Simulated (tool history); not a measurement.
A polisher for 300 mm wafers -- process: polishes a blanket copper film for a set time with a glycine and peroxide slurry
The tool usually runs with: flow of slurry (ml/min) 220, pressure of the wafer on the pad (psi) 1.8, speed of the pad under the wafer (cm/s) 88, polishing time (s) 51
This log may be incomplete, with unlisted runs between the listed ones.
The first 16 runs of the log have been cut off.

run    hour  flow of slurry (ml/min)  pressure of the wafer on the pad (psi)  speed of the pad under the wafer (cm/s)  polishing time (s)  wafers since the last listed run  wafers polished on this pad  hours since the slurry nozzle was cleaned  hours since the head pressure was calibrated  incoming thickness of the incoming film, nm  film removed (angstrom)
 17   474.0                      220                                     1.8                                       88                  51                               145                         1304                                      483.9                                         297.4                                       2305.8                     1590
 18   492.9                      220                                     1.8                                       88                  51                               126                         1431                                      502.8                                         316.3                                       2272.5                     1578
 19   514.6                      220                                     1.8                                       88                  66                               145                         1577                                      524.5                                         338.0                                       2319.3                     2000
 20   527.9                      220                                     1.4                                       88                  51                                89                         1666                                      537.8                                         351.3                                       2293.1                     1318
      537.4  -- worn pad replaced by a new one
 21   562.3                      220                                     2.0                                       88                  51                               204                          167                                      572.2                                         385.7                                       2302.3                     1766
 22   597.3                      290                                     1.5                                       88                  41                               235                          402                                      607.2                                         420.7                                       2287.0                     1203
 23   612.1                      220                                     2.2                                       88                  56                                99                          501                                      622.0                                         435.5                                       2331.9                     2100
 24   629.6                      185                                     2.0                                       88                  46                               117                          619                                      639.5                                         453.0                                       2329.8                     1526
 25   664.0                      190                                     1.8                                       72                  56                               230                          850                                      673.9                                         487.4                                       2302.5                     1482
 26   699.2                      220                                     1.8                                       88                  51                               236                         1086                                      709.1                                         522.6                                       2292.0                     1648
 27   720.6                      220                                     1.8                                       88                  51                               143                         1230                                      730.5                                         544.0                                       2322.2                     1588
 28   733.8                      220                                     1.8                                       88                  51                                88                         1318                                      743.7                                         557.2                                       2323.1                     1571
      745.8  -- slurry nozzle cleaned
 29   747.1                      295                                     1.6                                       68                  33                                82                         1401                                        1.3                                         570.5                                       2336.4                      815
 30   763.9                      265                                     1.8                                       88                  43                               112                         1514                                       18.1                                         587.3                                       2269.6                     1317
      781.5  -- worn pad replaced by a new one
 31   782.0                      160                                     2.0                                       88                  43                                94                            3                                       36.2                                         605.4                                       2307.4                     1424
 32   840.7                      245                                     1.8                                       88                  51                               394                          397                                       94.9                                         664.1                                       2305.9                     1688
 33   870.9                      150                                     1.5                                       88                  39                               202                          600                                      125.1                                         694.3                                       2297.2                     1045
 34   891.8                      220                                     1.8                                       88                  51                               140                          740                                      146.0                                         715.2                                       2298.1                     1649
 35   914.6                      290                                     1.5                                       88                  41                               153                          893                                      168.8                                         738.0                                       2297.6                     1180
 36   948.0                      220                                     2.2                                       88                  51                               224                         1117                                      202.2                                         771.4                                       2361.2                     1848
 37   970.4                      220                                     1.8                                       96                  51                               150                         1268                                      224.6                                         793.8                                       2344.5                     1649
 38  1003.5                      150                                     1.4                                      110                  43                               222                         1490                                      257.7                                         826.9                                       2320.3                     1268

What if the next run were any one of these 3? Each begins from the tool's condition after run 38:
  A  1003.9                      220                                     1.8                                      104                  51                                 2                         1493                                      258.1                                         827.3                                       2293.9                        ?
  B  1003.9                      160                                     2.0                                      110                  51                                 2                         1493                                      258.1                                         827.3                                       2293.9                        ?
  C  1003.9                      220                                     1.5                                       88                  60                                 2                         1493                                      258.1                                         827.3                                       2293.9                        ?

run  film removed (angstrom)
  A                     1751
  B                     1899
  C                     1616
Without the tool's hidden state the same runs would have given:
run  film removed (angstrom)
  A                     1848
  B                     2004
  C                     1706
